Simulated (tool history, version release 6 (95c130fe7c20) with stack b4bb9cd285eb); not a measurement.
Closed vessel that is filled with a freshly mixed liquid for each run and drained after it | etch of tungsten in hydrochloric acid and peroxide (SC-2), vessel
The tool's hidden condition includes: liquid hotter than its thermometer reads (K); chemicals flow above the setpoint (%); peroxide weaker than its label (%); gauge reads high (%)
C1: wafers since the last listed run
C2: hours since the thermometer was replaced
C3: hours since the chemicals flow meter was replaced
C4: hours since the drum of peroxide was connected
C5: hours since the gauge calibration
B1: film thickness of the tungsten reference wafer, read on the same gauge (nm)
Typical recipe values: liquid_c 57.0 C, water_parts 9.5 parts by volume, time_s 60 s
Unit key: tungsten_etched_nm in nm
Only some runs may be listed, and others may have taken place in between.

run 1 hour=0.0 | liquid_c=57.0 water_parts=9.5 time_s=75 | C1=0 C2=363.4 C3=1.1 C4=456.5 C5=1575.5 | B1=29.98 | tungsten_etched_nm=20.80
-- hour=55.4 gauge calibrated
run 2 hour=60.4 | liquid_c=57.0 water_parts=9.5 time_s=75 | C1=8751 C2=423.8 C3=61.5 C4=516.9 C5=5.0 | B1=29.96 | tungsten_etched_nm=20.71
run 3 hour=166.6 | liquid_c=57.0 water_parts=9.5 time_s=75 | C1=15387 C2=530.0 C3=167.7 C4=623.1 C5=111.2 | B1=30.01 | tungsten_etched_nm=20.79
-- hour=212.9 thermometer replaced
-- hour=229.2 new drum of peroxide connected
run 4 hour=271.2 | liquid_c=57.0 water_parts=9.5 time_s=60 | C1=14866 C2=58.3 C3=272.3 C4=42.0 C5=215.8 | B1=30.02 | tungsten_etched_nm=16.92
run 5 hour=333.5 | liquid_c=57.0 water_parts=9.5 time_s=60 | C1=9026 C2=120.6 C3=334.6 C4=104.3 C5=278.1 | B1=30.01 | tungsten_etched_nm=16.89
run 6 hour=376.3 | liquid_c=57.0 water_parts=9.5 time_s=60 | C1=6201 C2=163.4 C3=377.4 C4=147.1 C5=320.9 | B1=29.98 | tungsten_etched_nm=16.55
run 7 hour=460.0 | liquid_c=57.0 water_parts=9.5 time_s=60 | C1=12127 C2=247.1 C3=461.1 C4=230.8 C5=404.6 | B1=29.96 | tungsten_etched_nm=16.75
run 8 hour=520.8 | liquid_c=57.0 water_parts=9.5 time_s=60 | C1=8809 C2=307.9 C3=521.9 C4=291.6 C5=465.4 | B1=29.98 | tungsten_etched_nm=16.71
run 9 hour=573.1 | liquid_c=57.0 water_parts=9.5 time_s=35 | C1=7578 C2=360.2 C3=574.2 C4=343.9 C5=517.7 | B1=29.97 | tungsten_etched_nm=9.88
run 10 hour=678.3 | liquid_c=57.0 water_parts=9.5 time_s=85 | C1=15242 C2=465.4 C3=679.4 C4=449.1 C5=622.9 | B1=29.99 | tungsten_etched_nm=23.45
run 11 hour=732.1 | liquid_c=57.0 water_parts=9.5 time_s=60 | C1=7795 C2=519.2 C3=733.2 C4=502.9 C5=676.7 | B1=29.98 | tungsten_etched_nm=16.67
-- hour=779.7 chemicals flow meter replaced
run 12 hour=802.5 | liquid_c=57.0 water_parts=9.5 time_s=60 | C1=10055 C2=589.6 C3=22.8 C4=573.3 C5=747.1 | B1=30.00 | tungsten_etched_nm=16.78
run 13 hour=877.9 | liquid_c=57.0 water_parts=9.5 time_s=60 | C1=10925 C2=665.0 C3=98.2 C4=648.7 C5=822.5 | B1=29.97 | tungsten_etched_nm=16.60
-- hour=918.9 thermometer replaced
run 14 hour=960.9 | liquid_c=57.0 water_parts=9.5 time_s=60 | C1=11881 C2=42.0 C3=181.2 C4=731.7 C5=905.5 | B1=30.02 | tungsten_etched_nm=16.76
-- hour=1027.2 new drum of peroxide connected
run 15 hour=1053.9 | liquid_c=57.0 water_parts=9.5 time_s=60 | C1=13330 C2=135.0 C3=274.2 C4=26.7 C5=998.5 | B1=30.02 | tungsten_etched_nm=16.63
run 16 hour=1126.9 | liquid_c=67.0 water_parts=5.0 time_s=30 | C1=10577 C2=208.0 C3=347.2 C4=99.7 C5=1071.5 | B1=29.98 | tungsten_etched_nm=25.63
run 17 hour=1219.9 | liquid_c=57.0 water_parts=9.5 time_s=60 | C1=13475 C2=301.0 C3=440.2 C4=192.7 C5=1164.5 | B1=29.99 | tungsten_etched_nm=16.55
run 18 hour=1302.3 | liquid_c=47.5 water_parts=12.5 time_s=60 | C1=11939 C2=383.4 C3=522.6 C4=275.1 C5=1246.9 | B1=29.97 | tungsten_etched_nm=7.08
-- hour=1313.9 gauge calibrated
run 19 hour=1382.1 | liquid_c=66.0 water_parts=8.0 time_s=45 | C1=11562 C2=463.2 C3=602.4 C4=354.9 C5=68.2 | B1=30.03 | tungsten_etched_nm=25.44
run 20 hour=1465.3 | liquid_c=57.0 water_parts=9.5 time_s=60 | C1=12055 C2=546.4 C3=685.6 C4=438.1 C5=151.4 | B1=30.00 | tungsten_etched_nm=16.78
-- hour=1472.1 thermometer replaced
run 21 hour=1521.5 | liquid_c=65.5 water_parts=13.0 time_s=75 | C1=7998 C2=49.4 C3=741.8 C4=494.3 C5=207.6 | B1=29.98 | tungsten_etched_nm=27.19
-- hour=1570.8 chemicals flow meter replaced
run 22 hour=1583.6 | liquid_c=48.0 water_parts=7.0 time_s=90 | C1=8853 C2=111.5 C3=12.8 C4=556.4 C5=269.7 | B1=30.01 | tungsten_etched_nm=17.67
run 23 hour=1627.5 | liquid_c=57.0 water_parts=9.5 time_s=75 | C1=6360 C2=155.4 C3=56.7 C4=600.3 C5=313.6 | B1=29.96 | tungsten_etched_nm=20.88
-- hour=1695.3 new drum of peroxide connected
run 24 hour=1729.5 | liquid_c=57.0 water_parts=12.0 time_s=60 | C1=14634 C2=257.4 C3=158.7 C4=34.2 C5=415.6 | B1=29.99 | tungsten_etched_nm=13.75
run 25 hour=1811.8 | liquid_c=64.5 water_parts=8.0 time_s=60 | C1=11924 C2=339.7 C3=241.0 C4=116.5 C5=497.9 | B1=29.99 | tungsten_etched_nm=30.93
run 26 hour=1872.6 | liquid_c=63.0 water_parts=14.0 time_s=95 | C1=8809 C2=400.5 C3=301.8 C4=177.3 C5=558.7 | B1=29.98 | tungsten_etched_nm=27.87
run 27 hour=1921.3 | liquid_c=57.0 water_parts=9.5 time_s=60 | C1=7056 C2=449.2 C3=350.5 C4=226.0 C5=607.4 | B1=29.99 | tungsten_etched_nm=16.88
run 28 hour=1989.1 | liquid_c=57.0 water_parts=9.5 time_s=95 | C1=9823 C2=517.0 C3=418.3 C4=293.8 C5=675.2 | B1=30.02 | tungsten_etched_nm=26.18

5 options for the next run, each taken on its own from the tool as it stands now. Forecast them:
run A hour=1989.8 | liquid_c=57.0 water_parts=9.5 time_s=60 | C1=101 C2=517.7 C3=419.0 C4=294.5 C5=675.9 | B1=? | tungsten_etched_nm=?
run B hour=1989.8 | liquid_c=57.0 water_parts=12.5 time_s=35 | C1=101 C2=517.7 C3=419.0 C4=294.5 C5=675.9 | B1=? | tungsten_etched_nm=?
run C hour=1989.8 | liquid_c=61.5 water_parts=4.5 time_s=85 | C1=101 C2=517.7 C3=419.0 C4=294.5 C5=675.9 | B1=? | tungsten_etched_nm=?
run D hour=1989.8 | liquid_c=57.0 water_parts=9.5 time_s=40 | C1=101 C2=517.7 C3=419.0 C4=294.5 C5=675.9 | B1=? | tungsten_etched_nm=?
run E hour=1989.8 | liquid_c=57.0 water_parts=8.0 time_s=35 | C1=101 C2=517.7 C3=419.0 C4=294.5 C5=675.9 | B1=? | tungsten_etched_nm=?

run=A B1=30.00 tungsten_etched_nm=16.75
run=B B1=30.00 tungsten_etched_nm=7.75
run=C B1=30.00 tungsten_etched_nm=55.74
run=D B1=30.00 tungsten_etched_nm=11.16
run=E B1=30.00 tungsten_etched_nm=11.23
With no hidden state in the tool, these same runs would have given:
run=A tungsten_etched_nm=16.75
run=B tungsten_etched_nm=7.75
run=C tungsten_etched_nm=55.74
run=D tungsten_etched_nm=11.16
run=E tungsten_etched_nm=11.23
